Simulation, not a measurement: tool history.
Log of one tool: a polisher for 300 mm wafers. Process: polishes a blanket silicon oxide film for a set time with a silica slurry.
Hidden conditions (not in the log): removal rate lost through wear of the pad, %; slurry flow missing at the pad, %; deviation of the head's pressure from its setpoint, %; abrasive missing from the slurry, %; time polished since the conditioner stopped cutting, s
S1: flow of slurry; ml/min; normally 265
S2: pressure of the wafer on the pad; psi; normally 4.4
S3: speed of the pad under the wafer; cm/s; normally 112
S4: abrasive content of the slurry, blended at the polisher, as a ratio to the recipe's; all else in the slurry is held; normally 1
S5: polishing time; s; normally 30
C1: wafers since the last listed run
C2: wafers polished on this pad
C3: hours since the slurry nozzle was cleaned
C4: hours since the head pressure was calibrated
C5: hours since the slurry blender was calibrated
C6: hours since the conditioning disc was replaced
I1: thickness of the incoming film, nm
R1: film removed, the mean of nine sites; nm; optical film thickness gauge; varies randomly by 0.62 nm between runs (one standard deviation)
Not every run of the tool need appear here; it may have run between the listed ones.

Run 1, hour 0: usual settings but S3 86 cm/s; C1 0; C2 3389; C3 99.3; C4 308.8; C5 255.6; C6 170.4; I1 1047.7. Result: R1 74.1 nm.
Run 2, hour 53.7: usual settings; C1 711; C2 4101; C3 153; C4 362.5; C5 309.3; C6 224.1; I1 1036.9. Result: R1 89.1 nm.
Run 3, hour 103.2: usual settings; C1 655; C2 4756; C3 202.5; C4 412; C5 358.8; C6 273.6; I1 1049.5. Result: R1 88 nm.
Run 4, hour 165.8: usual settings but S1 295 ml/min, S2 3.8 psi, S4 0.9; C1 829; C2 5585; C3 265.1; C4 474.6; C5 421.4; C6 336.2; I1 1046.2. Result: R1 75.5 nm.
At hour 193: slurry blender recalibrated.
Run 5, hour 201.1: usual settings but S4 0.8; C1 440; C2 6026; C3 300.4; C4 509.9; C5 8.1; C6 371.5; I1 1040.1. Result: R1 81.6 nm.
At hour 229.3: head pressure recalibrated, repeated, since the last time left the tool worse.
Run 6, hour 235.3: usual settings; C1 426; C2 6453; C3 334.6; C4 6; C5 42.3; C6 405.7; I1 1063.4. Result: R1 83.9 nm.
At hour 263: worn pad replaced by a new one.
At hour 267.4: conditioning disc replaced and pad reconditioned.
Run 7, hour 306.3: usual settings but S1 180 ml/min, S2 3 psi, S4 0.75; C1 860; C2 547; C3 405.6; C4 77; C5 113.3; C6 38.9; I1 1033.5. Result: R1 48.7 nm.
At hour 329.6: slurry nozzle cleaned.
Run 8, hour 334.7: usual settings but S1 350 ml/min, S2 5.2 psi, S3 96 cm/s; C1 362; C2 910; C3 5.1; C4 105.4; C5 141.7; C6 67.3; I1 1047.4. Result: R1 92.8 nm.
Run 9, hour 363: usual settings but S3 100 cm/s; C1 374; C2 1285; C3 33.4; C4 133.7; C5 170; C6 95.6; I1 1020. Result: R1 78.3 nm.
Run 10, hour 423.9: usual settings but S1 320 ml/min, S2 5.6 psi, S5 22 s; C1 806; C2 2091; C3 94.3; C4 194.6; C5 230.9; C6 156.5; I1 1049.7. Result: R1 79.6 nm.
Run 11, hour 451.4: usual settings but S4 0.75, S5 33 s; C1 364; C2 2455; C3 121.8; C4 222.1; C5 258.4; C6 184; I1 1038.6. Result: R1 82.4 nm.
Run 12, hour 514.4: usual settings but S3 78 cm/s, S5 37 s; C1 834; C2 3290; C3 184.8; C4 285.1; C5 321.4; C6 247; I1 1050. Result: R1 80.2 nm.
Run 13, hour 582.6: usual settings; C1 903; C2 4193; C3 253; C4 353.3; C5 389.6; C6 315.2; I1 1044.1. Result: R1 85.6 nm.
At hour 661: slurry blender recalibrated.
At hour 753.9: worn pad replaced by a new one.
At hour 757.2: conditioning disc replaced and pad reconditioned.
Run 14, hour 766: usual settings but S1 225 ml/min, S2 4.8 psi, S5 21 s; C1 2322; C2 133; C3 436.4; C4 536.7; C5 105; C6 8.8; I1 1024.9. Result: R1 64 nm.
Run 15, hour 825.2: usual settings but S1 345 ml/min, S2 5.8 psi, S3 72 cm/s; C1 783; C2 917; C3 495.6; C4 595.9; C5 164.2; C6 68; I1 1037.4. Result: R1 86.3 nm.
At hour 864.7: slurry nozzle cleaned.
At hour 893.8: head pressure recalibrated.
Run 16, hour 990.9: usual settings but S2 3.2 psi; C1 2154; C2 3071; C3 126.2; C4 97.1; C5 329.9; C6 233.7; I1 1033.8. Result: R1 60.4 nm.
Run 17, hour 1023: usual settings but S2 3.8 psi, S3 130 cm/s, S4 1.3, S5 33 s; C1 425; C2 3496; C3 158.3; C4 129.2; C5 362; C6 265.8; I1 1055.2. Result: R1 98.4 nm.
Run 18, hour 1050.2: usual settings but S1 305 ml/min, S4 1.25; C1 360; C2 3857; C3 185.5; C4 156.4; C5 389.2; C6 293; I1 1046.2. Result: R1 92.7 nm.
Run 19, hour 1088.9: usual settings but S2 5.4 psi, S3 126 cm/s, S4 1.1, S5 23 s; C1 512; C2 4369; C3 224.2; C4 195.1; C5 427.9; C6 331.7; I1 1027.8. Result: R1 89.7 nm.
At hour 1107.6: slurry blender recalibrated.
Run 20, hour 1132.2: usual settings but S1 290 ml/min, S2 5.6 psi, S3 80 cm/s, S5 21 s; C1 546; C2 4916; C3 267.5; C4 238.4; C5 24.6; C6 375; I1 1040.2. Result: R1 58.7 nm.
Run 21, hour 1159.2: usual settings but S3 76 cm/s, S4 1.3, S5 20 s; C1 357; C2 5274; C3 294.5; C4 265.4; C5 51.6; C6 402; I1 1059.5. Result: R1 47.9 nm.
At hour 1200.2: conditioning disc replaced and pad reconditioned.
Run 22, hour 1215.7: usual settings but S3 76 cm/s, S4 1.3, S5 20 s; C1 721; C2 5995; C3 351; C4 321.9; C5 108.1; C6 15.5; I1 1054.6. Result: R1 46.8 nm.
Run 23, hour 1254.6: usual settings but S1 225 ml/min; C1 515; C2 6511; C3 389.9; C4 360.8; C5 147; C6 54.4; I1 1027.9. Result: R1 83 nm.
At hour 1291.4: slurry nozzle cleaned.
Run 24, hour 1298.5: usual settings but S3 148 cm/s, S4 0.75, S5 38 s; C1 568; C2 7079; C3 7.1; C4 404.7; C5 190.9; C6 98.3; I1 1030.4. Result: R1 117.6 nm.
At hour 1322.6: worn pad replaced by a new one.
Run 25, hour 1361.8: usual settings but S2 5.4 psi, S4 0.75, S5 38 s; C1 785; C2 518; C3 70.4; C4 468; C5 254.2; C6 161.6; I1 1034.8. Result: R1 116 nm.

Alternative continuations, all from the tool just after run 25; predict every row:
Run A, hour 1362.2: usual settings; C1 5; C2 523; C3 70.8; C4 468.4; C5 254.6; C6 162; I1 1031.2. Result: R1 ?.
Run B, hour 1362.2: usual settings but S1 355 ml/min, S2 5.9 psi, S3 90 cm/s, S4 0.85; C1 5; C2 523; C3 70.8; C4 468.4; C5 254.6; C6 162; I1 1031.2. Result: R1 ?.
Run C, hour 1362.2: usual settings but S1 335 ml/min; C1 5; C2 523; C3 70.8; C4 468.4; C5 254.6; C6 162; I1 1031.2. Result: R1 ?.
Run D, hour 1362.2: usual settings but S3 146 cm/s; C1 5; C2 523; C3 70.8; C4 468.4; C5 254.6; C6 162; I1 1031.2. Result: R1 ?.

run     R1
  A   85.2
  B   94.3
  C   87.2
  D  103.4
Take away the tool's hidden state, keep each run's random variation, and the runs would have read:
run     R1
  A   83.8
  B   92.8
  C   85.8
  D  101.8

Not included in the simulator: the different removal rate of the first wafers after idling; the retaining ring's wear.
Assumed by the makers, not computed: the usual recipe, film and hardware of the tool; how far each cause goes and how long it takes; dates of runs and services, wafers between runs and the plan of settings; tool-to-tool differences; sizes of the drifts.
